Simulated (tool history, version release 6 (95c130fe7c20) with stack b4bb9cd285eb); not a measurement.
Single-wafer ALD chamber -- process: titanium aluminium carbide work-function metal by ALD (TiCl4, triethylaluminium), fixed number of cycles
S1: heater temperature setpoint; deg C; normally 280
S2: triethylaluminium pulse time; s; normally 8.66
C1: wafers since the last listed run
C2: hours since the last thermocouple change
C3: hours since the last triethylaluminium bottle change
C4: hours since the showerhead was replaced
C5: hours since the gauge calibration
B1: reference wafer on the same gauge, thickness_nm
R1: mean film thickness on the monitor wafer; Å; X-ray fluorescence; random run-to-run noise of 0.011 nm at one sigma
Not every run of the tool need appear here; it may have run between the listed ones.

| run | hour | S1 | S2 | C1 | C2 | C3 | C4 | C5 | B1 | R1 |
|---|---|---|---|---|---|---|---|---|---|---|
| 1 | 0 | 280 | 8.66 | 0 | 765.3 | 1338 | 2694 | 130.1 | 1.521 | 18.13 |
| 2 | 21.1 | 285 | 9.61 | 174 | 786.4 | 1359.1 | 2715.1 | 151.2 | 1.519 | 18.93 |
| 3 | 44.6 | 285 | 9.61 | 194 | 809.9 | 1382.6 | 2738.6 | 174.7 | 1.518 | 19.02 |
| 4 | 125.6 | 285 | 9.61 | 669 | 890.9 | 1463.6 | 2819.6 | 255.7 | 1.519 | 19.02 |
| 5 | 138.9 | 280 | 8.66 | 109 | 904.2 | 1476.9 | 2832.9 | 269 | 1.519 | 18.16 |
| 6 | 167.8 | 280 | 8.66 | 238 | 933.1 | 1505.8 | 2861.8 | 297.9 | 1.519 | 18.04 |
| 7 | 199.3 | 280 | 8.66 | 260 | 964.6 | 1537.3 | 2893.3 | 329.4 | 1.521 | 18.08 |
|  | 212.8 | triethylaluminium bottle replaced |
| 8 | 233.1 | 294 | 6.06 | 213 | 998.4 | 20.3 | 2927.1 | 363.2 | 1.519 | 18.73 |
|  | 272.5 | gauge calibrated |
| 9 | 287.1 | 269 | 10.89 | 446 | 1052.4 | 74.3 | 2981.1 | 14.6 | 1.515 | 17.83 |
| 10 | 309.8 | 294 | 8.66 | 187 | 1075.1 | 97 | 3003.8 | 37.3 | 1.519 | 19.79 |
|  | 318.8 | thermocouple changed; heater temperature recalibrated |
|  | 334.1 | showerhead replaced |
| 11 | 334.6 | 268 | 10.92 | 72 | 15.8 | 121.8 | 0.5 | 62.1 | 1.517 | 17.75 |
| 12 | 358.8 | 285 | 9.61 | 200 | 40 | 146 | 24.7 | 86.3 | 1.521 | 18.85 |
| 13 | 385.1 | 280 | 6.92 | 217 | 66.3 | 172.3 | 51 | 112.6 | 1.522 | 17.76 |
| 14 | 413.3 | 284 | 10.57 | 233 | 94.5 | 200.5 | 79.2 | 140.8 | 1.52 | 18.92 |
| 15 | 430.6 | 292 | 5.93 | 143 | 111.8 | 217.8 | 96.5 | 158.1 | 1.517 | 18.18 |

Hidden state, per run?
wafer temperature above the value expected at the setpoint (K): 0 in every run
triethylaluminium dose above that of a fresh bottle (%): 0 in every run
gauge reads high (%): 0 in every run
